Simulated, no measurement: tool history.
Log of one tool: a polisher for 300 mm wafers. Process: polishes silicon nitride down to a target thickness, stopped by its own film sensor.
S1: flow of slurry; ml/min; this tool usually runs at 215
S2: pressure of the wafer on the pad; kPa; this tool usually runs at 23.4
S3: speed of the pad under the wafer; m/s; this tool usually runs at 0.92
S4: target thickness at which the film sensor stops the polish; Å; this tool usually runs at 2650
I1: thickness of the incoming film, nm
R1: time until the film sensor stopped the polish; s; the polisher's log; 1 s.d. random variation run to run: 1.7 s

run,hour,S1,S2,S3,S4,I1,R1
1,0,215,23.4,0.92,2650,491.2,160.4
2,17.6,215,23.4,0.92,2650,487,159.9
3,57.3,215,23.4,0.92,2650,486.9,167.9
4,81,215,23.4,0.92,2650,482.3,165.2
5,113.3,215,23.4,0.92,2650,489.1,174.5
6,147.4,215,26.9,0.92,2650,485.5,130.9
7,176.3,215,26.9,0.92,2650,486.3,131.5
8,206.7,215,20,0.92,2650,488.2,179.4
9,225.8,215,20,0.92,2650,480.4,173.7
10,259.5,215,20,0.92,2650,491.6,182.5
11,317.2,215,23.4,0.92,2650,485.9,155.7
12,343.3,215,23.4,0.92,2650,485.6,157.3
13,361.3,215,23.4,0.92,2650,485.1,160.9
14,390.9,215,23.4,0.92,3130,487.1,130.2
15,409.8,155,23.4,0.92,2650,493.4,160.4
16,431.9,270,29,0.92,2650,485.6,115.7
17,447.7,215,17.9,1.22,3260,485.4,111.5
18,480.3,215,23.4,0.92,2650,493.8,156.8
19,498.3,215,23.4,0.92,2650,488.2,153.5
20,520.2,215,23.4,0.92,2650,489.8,154.3
21,543,215,20.7,0.84,2130,497,241.1
22,572.7,215,20,0.72,2160,487.9,265.6
23,588,175,26.9,0.92,2650,496.8,144.6
24,613.2,155,28.3,1.14,2060,485.2,144
25,628.3,155,23.4,0.92,2650,496.1,171.9
26,649.8,215,21.4,1.08,2650,499.4,164.5
27,672.2,215,23.4,0.92,2380,497.2,192.7
28,696.6,215,27.6,0.92,3170,495.6,115.4
29,762.4,215,23.4,0.92,2650,496.9,154
30,791.2,215,23.4,0.92,2650,490.4,154.3
31,811.1,240,23.4,0.62,2650,493.1,186.1
32,906.9,275,21.4,0.92,2650,498.6,170.6
33,919.3,215,23.4,0.84,2650,490.8,171.1
34,940.3,215,23.4,0.92,2650,489.3,164.3
35,1034.8,215,23.4,1.16,2850,491,120.5
36,1070.1,215,23.4,0.62,1920,500.6,255.4
37,1132.2,215,23.4,0.92,2650,489.1,150.2

The log once held 7 entries between its listed runs, left out of this copy. Where does each go, and what is different about the tool's unlogged condition between the listed run before it and the listed run after it?
Between runs 5 and 6: worn pad replaced by a new one (hour 133.4)
  removal rate lost through wear of the pad, %: 13.7 -> 1.32
  measured result minus the result with no hidden state, R1: +24 -> +1.7 s
Between runs 9 and 10: slurry nozzle cleaned (hour 249.8)
  removal rate lost through wear of the pad, %: 2.49 -> 3.52
  measured result minus the result with no hidden state, R1: +4.3 -> +6.4 s
Between runs 14 and 15: worn pad replaced by a new one (hour 407.3)
  removal rate lost through wear of the pad, %: 10.6 -> 0.0676
  measured result minus the result with no hidden state, R1: +13.7 -> +0.1 s
Between runs 24 and 25: head pressure recalibrated (hour 623.6)
  removal rate lost through wear of the pad, %: 6.01 -> 6.91
  measured result minus the result with no hidden state, R1: +8.6 -> +11.9 s
Between runs 28 and 29: worn pad replaced by a new one, of another model than before (hour 731.8)
  removal rate lost through wear of the pad, %: 11.8 -> 1.13
  measured result minus the result with no hidden state, R1: +13.6 -> +1.8 s
Between runs 31 and 32: slurry nozzle cleaned (hour 897.2)
  removal rate lost through wear of the pad, %: 1.88 -> 5.29
  measured result minus the result with no hidden state, R1: +3.5 -> +9 s
Between runs 34 and 35: worn pad replaced by a new one (hour 1002)
  removal rate lost through wear of the pad, %: 7.09 -> 0.388
  measured result minus the result with no hidden state, R1: +11.7 -> +0.5 s
